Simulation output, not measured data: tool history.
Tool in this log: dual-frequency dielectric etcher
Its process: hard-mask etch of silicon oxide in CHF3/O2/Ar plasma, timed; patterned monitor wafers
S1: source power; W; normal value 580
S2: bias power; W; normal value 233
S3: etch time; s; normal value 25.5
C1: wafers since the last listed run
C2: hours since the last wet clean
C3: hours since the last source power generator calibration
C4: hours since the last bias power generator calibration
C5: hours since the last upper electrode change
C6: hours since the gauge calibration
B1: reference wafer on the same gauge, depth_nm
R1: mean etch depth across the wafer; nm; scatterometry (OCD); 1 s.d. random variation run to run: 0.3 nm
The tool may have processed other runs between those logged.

{"run": 1, "hour": 0.0, "S1": 580, "S2": 233, "S3": 25.5, "C1": 0, "C2": 154.7, "C3": 3293.6, "C4": 1947.7, "C5": 4214, "C6": 1695.5, "B1": 71.4, "R1": 68}
{"run": 2, "hour": 72.8, "S1": 580, "S2": 233, "S3": 25.5, "C1": 800, "C2": 227.5, "C3": 3366.4, "C4": 2020.5, "C5": 4286.8, "C6": 1768.3, "B1": 71.5, "R1": 68.4}
{"run": 3, "hour": 119.5, "S1": 580, "S2": 198, "S3": 25.5, "C1": 513, "C2": 274.2, "C3": 3413.1, "C4": 2067.2, "C5": 4333.5, "C6": 1815, "B1": 71.6, "R1": 63.4}
{"hour": 272.2, "done": "upper electrode replaced"}
{"run": 4, "hour": 272.7, "S1": 580, "S2": 198, "S3": 25.5, "C1": 1421, "C2": 427.4, "C3": 3566.3, "C4": 2220.4, "C5": 0.5, "C6": 1968.2, "B1": 71.5, "R1": 63.6}
{"hour": 339.4, "done": "bias power generator calibrated"}
{"run": 5, "hour": 352.9, "S1": 580, "S2": 198, "S3": 25.5, "C1": 838, "C2": 507.6, "C3": 3646.5, "C4": 13.5, "C5": 80.7, "C6": 2048.4, "B1": 71.3, "R1": 63}
{"hour": 548.8, "done": "wet clean of the chamber"}
{"run": 6, "hour": 658.3, "S1": 580, "S2": 233, "S3": 25.5, "C1": 3095, "C2": 109.5, "C3": 3951.9, "C4": 318.9, "C5": 386.1, "C6": 2353.8, "B1": 71.5, "R1": 66.6}
{"run": 7, "hour": 745.8, "S1": 580, "S2": 233, "S3": 25.5, "C1": 962, "C2": 197, "C3": 4039.4, "C4": 406.4, "C5": 473.6, "C6": 2441.3, "B1": 71.6, "R1": 66.9}
{"run": 8, "hour": 849.8, "S1": 580, "S2": 233, "S3": 25.5, "C1": 1143, "C2": 301, "C3": 4143.4, "C4": 510.4, "C5": 577.6, "C6": 2545.3, "B1": 71.5, "R1": 67.5}
{"hour": 926.8, "done": "gauge calibrated"}
{"run": 9, "hour": 940.5, "S1": 580, "S2": 233, "S3": 25.5, "C1": 997, "C2": 391.7, "C3": 4234.1, "C4": 601.1, "C5": 668.3, "C6": 13.7, "B1": 71.4, "R1": 67.2}
{"run": 10, "hour": 1038.5, "S1": 580, "S2": 233, "S3": 25.5, "C1": 1077, "C2": 489.7, "C3": 4332.1, "C4": 699.1, "C5": 766.3, "C6": 111.7, "B1": 71.4, "R1": 66.8}
{"run": 11, "hour": 1111.3, "S1": 580, "S2": 266, "S3": 31, "C1": 800, "C2": 562.5, "C3": 4404.9, "C4": 771.9, "C5": 839.1, "C6": 184.5, "B1": 71.5, "R1": 85.9}
{"hour": 1139.6, "done": "wet clean of the chamber"}
{"run": 12, "hour": 1148.4, "S1": 580, "S2": 233, "S3": 25.5, "C1": 144, "C2": 8.8, "C3": 4442, "C4": 809, "C5": 876.2, "C6": 221.6, "B1": 71.4, "R1": 67.2}
{"run": 13, "hour": 1195.7, "S1": 580, "S2": 278, "S3": 28, "C1": 520, "C2": 56.1, "C3": 4489.3, "C4": 856.3, "C5": 923.5, "C6": 268.9, "B1": 71.5, "R1": 79.7}
{"run": 14, "hour": 1241.1, "S1": 580, "S2": 233, "S3": 25.5, "C1": 499, "C2": 101.5, "C3": 4534.7, "C4": 901.7, "C5": 968.9, "C6": 314.3, "B1": 71.4, "R1": 67.7}
{"run": 15, "hour": 1289.5, "S1": 580, "S2": 189, "S3": 32, "C1": 532, "C2": 149.9, "C3": 4583.1, "C4": 950.1, "C5": 1017.3, "C6": 362.7, "B1": 71.4, "R1": 76.5}
{"run": 16, "hour": 1330.0, "S1": 480, "S2": 233, "S3": 21, "C1": 445, "C2": 190.4, "C3": 4623.6, "C4": 990.6, "C5": 1057.8, "C6": 403.2, "B1": 71.5, "R1": 52.2}
{"run": 17, "hour": 1391.8, "S1": 580, "S2": 196, "S3": 25.5, "C1": 679, "C2": 252.2, "C3": 4685.4, "C4": 1052.4, "C5": 1119.6, "C6": 465, "B1": 71.5, "R1": 63}
{"run": 18, "hour": 1477.5, "S1": 650, "S2": 218, "S3": 23, "C1": 942, "C2": 337.9, "C3": 4771.1, "C4": 1138.1, "C5": 1205.3, "C6": 550.7, "B1": 71.5, "R1": 61.4}
{"hour": 1515.1, "done": "source power generator calibrated"}
{"run": 19, "hour": 1580.2, "S1": 580, "S2": 233, "S3": 25.5, "C1": 1085, "C2": 440.6, "C3": 65.1, "C4": 1240.8, "C5": 1308, "C6": 653.4, "B1": 71.6, "R1": 67.2}
{"run": 20, "hour": 1653.0, "S1": 580, "S2": 214, "S3": 25.5, "C1": 800, "C2": 513.4, "C3": 137.9, "C4": 1313.6, "C5": 1380.8, "C6": 726.2, "B1": 71.5, "R1": 65.3}
{"run": 21, "hour": 1767.5, "S1": 580, "S2": 233, "S3": 25.5, "C1": 1259, "C2": 627.9, "C3": 252.4, "C4": 1428.1, "C5": 1495.3, "C6": 840.7, "B1": 71.6, "R1": 67.5}
{"run": 22, "hour": 1830.8, "S1": 630, "S2": 256, "S3": 25.5, "C1": 696, "C2": 691.2, "C3": 315.7, "C4": 1491.4, "C5": 1558.6, "C6": 904, "B1": 71.5, "R1": 72.3}
{"hour": 1863.4, "done": "wet clean of the chamber"}
{"run": 23, "hour": 1921.6, "S1": 630, "S2": 218, "S3": 31, "C1": 734, "C2": 58.2, "C3": 406.5, "C4": 1582.2, "C5": 1649.4, "C6": 994.8, "B1": 71.5, "R1": 81.7}
{"run": 24, "hour": 1977.0, "S1": 580, "S2": 233, "S3": 25.5, "C1": 609, "C2": 113.6, "C3": 461.9, "C4": 1637.6, "C5": 1704.8, "C6": 1050.2, "B1": 71.6, "R1": 67.6}
{"run": 25, "hour": 2059.3, "S1": 580, "S2": 283, "S3": 25.5, "C1": 905, "C2": 195.9, "C3": 544.2, "C4": 1719.9, "C5": 1787.1, "C6": 1132.5, "B1": 71.5, "R1": 73.9}
{"run": 26, "hour": 2117.0, "S1": 580, "S2": 233, "S3": 25.5, "C1": 634, "C2": 253.6, "C3": 601.9, "C4": 1777.6, "C5": 1844.8, "C6": 1190.2, "B1": 71.6, "R1": 67.4}
{"run": 27, "hour": 2180.0, "S1": 580, "S2": 274, "S3": 28, "C1": 692, "C2": 316.6, "C3": 664.9, "C4": 1840.6, "C5": 1907.8, "C6": 1253.2, "B1": 71.5, "R1": 79.9}
{"run": 28, "hour": 2490.8, "S1": 510, "S2": 195, "S3": 28, "C1": 3418, "C2": 627.4, "C3": 975.7, "C4": 2151.4, "C5": 2218.6, "C6": 1564, "B1": 71.5, "R1": 66.9}
{"hour": 2551.8, "done": "wet clean of the chamber"}
{"run": 29, "hour": 2562.8, "S1": 470, "S2": 269, "S3": 25.5, "C1": 527, "C2": 11, "C3": 1047.7, "C4": 2223.4, "C5": 2290.6, "C6": 1636, "B1": 71.5, "R1": 67.9}
{"run": 30, "hour": 2641.4, "S1": 580, "S2": 233, "S3": 25.5, "C1": 864, "C2": 89.6, "C3": 1126.3, "C4": 2302, "C5": 2369.2, "C6": 1714.6, "B1": 71.6, "R1": 67.9}

Below are 3 alternative next runs, each starting from the tool's condition after run 30. Predict each:
{"run": "A", "hour": 2641.8, "S1": 580, "S2": 276, "S3": 25.5, "C1": 4, "C2": 90, "C3": 1126.7, "C4": 2302.4, "C5": 2369.6, "C6": 1715, "B1": "?", "R1": "?"}
{"run": "B", "hour": 2641.8, "S1": 580, "S2": 280, "S3": 25.5, "C1": 4, "C2": 90, "C3": 1126.7, "C4": 2302.4, "C5": 2369.6, "C6": 1715, "B1": "?", "R1": "?"}
{"run": "C", "hour": 2641.8, "S1": 680, "S2": 277, "S3": 31.5, "C1": 4, "C2": 90, "C3": 1126.7, "C4": 2302.4, "C5": 2369.6, "C6": 1715, "B1": "?", "R1": "?"}

run=A B1=71.6 R1=73.5
run=B B1=71.6 R1=74
run=C B1=71.6 R1=95.5
With no hidden state in the tool, these same runs would have given:
run=A R1=72.2
run=B R1=72.6
run=C R1=93.8
